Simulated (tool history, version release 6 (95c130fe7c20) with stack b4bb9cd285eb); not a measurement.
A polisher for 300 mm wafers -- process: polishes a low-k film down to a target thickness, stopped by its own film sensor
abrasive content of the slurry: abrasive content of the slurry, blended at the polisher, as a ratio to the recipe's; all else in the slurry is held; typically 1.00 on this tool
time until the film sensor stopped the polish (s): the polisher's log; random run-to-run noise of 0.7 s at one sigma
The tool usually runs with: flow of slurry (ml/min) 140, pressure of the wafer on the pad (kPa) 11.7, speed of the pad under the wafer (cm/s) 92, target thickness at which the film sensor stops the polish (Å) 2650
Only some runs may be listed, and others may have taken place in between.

| run | hour | flow of slurry (ml/min) | pressure of the wafer on the pad (kPa) | speed of the pad under the wafer (cm/s) | abrasive content of the slurry | target thickness at which the film sensor stops the polish (Å) | incoming thickness of the incoming film, nm | time until the film sensor stopped the polish (s) |
|---|---|---|---|---|---|---|---|---|
| 1 | 0.0 | 140 | 11.7 | 92 | 1.00 | 2650 | 292.8 | 84.6 |
| 2 | 16.5 | 140 | 11.7 | 92 | 1.00 | 2650 | 292.2 | 83.1 |
| 3 | 27.6 | 140 | 11.7 | 92 | 1.00 | 2650 | 288.0 | 71.0 |
| 4 | 37.7 | 140 | 11.7 | 92 | 1.00 | 2650 | 288.0 | 70.1 |
| 5 | 53.6 | 140 | 11.7 | 92 | 1.00 | 2650 | 290.6 | 77.6 |
|  | 69.2 | worn pad replaced by a new one |
| 6 | 76.1 | 140 | 11.7 | 92 | 1.00 | 2650 | 291.3 | 79.9 |
|  | 86.0 | conditioning disc replaced and pad reconditioned |
| 7 | 87.8 | 140 | 9.0 | 114 | 1.00 | 2650 | 289.1 | 74.8 |
|  | 97.9 | head pressure recalibrated |
| 8 | 99.9 | 140 | 14.5 | 104 | 1.25 | 2650 | 289.3 | 55.3 |
| 9 | 109.9 | 160 | 11.7 | 76 | 0.85 | 2650 | 287.2 | 86.9 |
| 10 | 124.9 | 140 | 11.7 | 92 | 1.00 | 2650 | 289.8 | 79.7 |
| 11 | 133.8 | 180 | 13.8 | 76 | 1.00 | 2590 | 292.9 | 110.5 |
| 12 | 151.3 | 140 | 11.7 | 80 | 0.85 | 2650 | 293.0 | 109.5 |
| 13 | 165.7 | 140 | 15.2 | 92 | 1.15 | 2650 | 289.8 | 62.8 |
|  | 175.3 | worn pad replaced by a new one |
| 14 | 175.8 | 140 | 11.7 | 110 | 1.00 | 2650 | 291.9 | 75.5 |
| 15 | 181.8 | 140 | 11.7 | 92 | 1.00 | 2700 | 289.6 | 64.6 |
|  | 185.1 | conditioning disc replaced and pad reconditioned |
|  | 190.4 | slurry nozzle cleaned |
| 16 | 197.4 | 140 | 11.7 | 102 | 1.00 | 2650 | 293.6 | 86.6 |
| 17 | 205.2 | 140 | 11.7 | 92 | 1.00 | 2650 | 289.7 | 80.5 |
| 18 | 221.9 | 170 | 9.7 | 92 | 0.80 | 2600 | 287.0 | 109.4 |
| 19 | 231.5 | 170 | 9.7 | 92 | 0.80 | 2600 | 289.2 | 119.9 |
| 20 | 242.6 | 170 | 9.7 | 92 | 0.80 | 2600 | 289.3 | 120.9 |
| 21 | 250.5 | 140 | 13.1 | 68 | 0.90 | 2720 | 286.7 | 58.7 |
| 22 | 259.7 | 140 | 11.7 | 92 | 1.00 | 2650 | 288.3 | 77.8 |
|  | 264.7 | worn pad replaced by a new one |
| 23 | 273.1 | 140 | 11.7 | 92 | 1.00 | 2650 | 290.0 | 81.7 |
|  | 279.2 | conditioning disc replaced and pad reconditioned |
| 24 | 280.1 | 140 | 11.7 | 116 | 1.15 | 2730 | 286.3 | 34.2 |

How would selected steps in time until the film sensor stopped the polish (s) from run to run divide? Give the signed amount a tool lacking its hidden state would still show from settings, what came in and random variation, and the signed amount left for the hidden state, including any gauge scatter that is not in both of the compared results.
Hidden conditions of the tool in this case: removal rate lost through wear of the pad, %; slurry flow missing at the pad, %; deviation of the head's pressure from its setpoint, %; abrasive missing from the slurry, %; time polished since the conditioner stopped cutting, s.
Run 7 -> 8: pressure of the wafer on the pad (kPa) 9.0 -> 14.5, speed of the pad under the wafer (cm/s) 114 -> 104, abrasive content of the slurry 1.00 -> 1.25, head pressure recalibrated. time until the film sensor stopped the polish (s) -19.5: hidden state +4.3, all else -23.8.
Run 20 -> 21: flow of slurry (ml/min) 170 -> 140, pressure of the wafer on the pad (kPa) 9.7 -> 13.1, speed of the pad under the wafer (cm/s) 92 -> 68, abrasive content of the slurry 0.80 -> 0.90, target thickness at which the film sensor stops the polish (Å) 2600 -> 2720. time until the film sensor stopped the polish (s) -62.2: hidden state -3.3, all else -58.9.
Run 23 -> 24: speed of the pad under the wafer (cm/s) 92 -> 116, abrasive content of the slurry 1.00 -> 1.15, target thickness at which the film sensor stops the polish (Å) 2650 -> 2730, conditioning disc replaced and pad reconditioned. time until the film sensor stopped the polish (s) -47.5: hidden state -2.4, all else -45.1.
